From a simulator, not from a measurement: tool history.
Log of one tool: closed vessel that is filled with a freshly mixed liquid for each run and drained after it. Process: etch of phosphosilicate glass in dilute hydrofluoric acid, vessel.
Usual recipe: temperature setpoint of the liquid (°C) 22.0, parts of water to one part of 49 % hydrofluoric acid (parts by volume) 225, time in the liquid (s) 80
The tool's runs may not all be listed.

| run | hour | temperature setpoint of the liquid (°C) | parts of water to one part of 49 % hydrofluoric acid (parts by volume) | time in the liquid (s) | wafers since the last listed run | hours since the thermometer was replaced | hours since the hydrofluoric acid flow meter was replaced | hours since the gauge calibration | read-back film thickness of the phosphosilicate glass reference wafer, read on the same gauge (nm) | thickness taken off the phosphosilicate glass on a monitor wafer (nm) |
|---|---|---|---|---|---|---|---|---|---|---|
| 1 | 0.0 | 22.0 | 140 | 110 | 0 | 891.8 | 978.9 | 161.2 | 149.96 | 77.42 |
| 2 | 18.0 | 22.0 | 140 | 110 | 1616 | 909.8 | 996.9 | 179.2 | 150.01 | 78.24 |
| 3 | 67.7 | 19.0 | 225 | 80 | 4464 | 959.5 | 1046.6 | 228.9 | 150.03 | 29.24 |
| 4 | 79.3 | 19.0 | 225 | 80 | 1041 | 971.1 | 1058.2 | 240.5 | 150.05 | 28.84 |
|  | 79.9 | gauge calibrated |
| 5 | 89.2 | 19.0 | 225 | 80 | 889 | 981.0 | 1068.1 | 9.3 | 150.00 | 29.09 |
| 6 | 97.9 | 25.0 | 225 | 80 | 781 | 989.7 | 1076.8 | 18.0 | 150.04 | 36.73 |
| 7 | 113.9 | 22.0 | 305 | 40 | 1437 | 1005.7 | 1092.8 | 34.0 | 150.05 | 11.25 |
| 8 | 120.9 | 22.0 | 225 | 80 | 628 | 1012.7 | 1099.8 | 41.0 | 150.06 | 32.82 |
| 9 | 129.8 | 19.5 | 225 | 120 | 799 | 1021.6 | 1108.7 | 49.9 | 150.03 | 44.52 |
| 10 | 139.8 | 22.0 | 225 | 80 | 898 | 1031.6 | 1118.7 | 59.9 | 150.01 | 32.89 |
|  | 147.2 | thermometer replaced |
| 11 | 149.9 | 22.0 | 140 | 80 | 817 | 2.7 | 1128.8 | 70.0 | 150.01 | 57.20 |
|  | 158.1 | hydrofluoric acid flow meter replaced |
| 12 | 159.0 | 22.0 | 225 | 80 | 727 | 11.8 | 0.9 | 79.1 | 150.03 | 28.43 |
| 13 | 175.5 | 20.0 | 225 | 115 | 1482 | 28.3 | 17.4 | 95.6 | 150.00 | 38.08 |
| 14 | 185.7 | 22.0 | 330 | 80 | 916 | 38.5 | 27.6 | 105.8 | 149.98 | 17.53 |

Run 15, settings as shown, results not yet in. Your forecast:
| 15 | 203.0 | 27.0 | 225 | 105 | 1553 | 55.8 | 44.9 | 123.1 | ? | ? |

read-back film thickness of the phosphosilicate glass reference wafer, read on the same gauge (nm): 149.99
thickness taken off the phosphosilicate glass on a monitor wafer (nm): 45.33
Had the tool carried no hidden state, the very same run would have given thickness taken off the phosphosilicate glass on a monitor wafer (nm) 44.81.
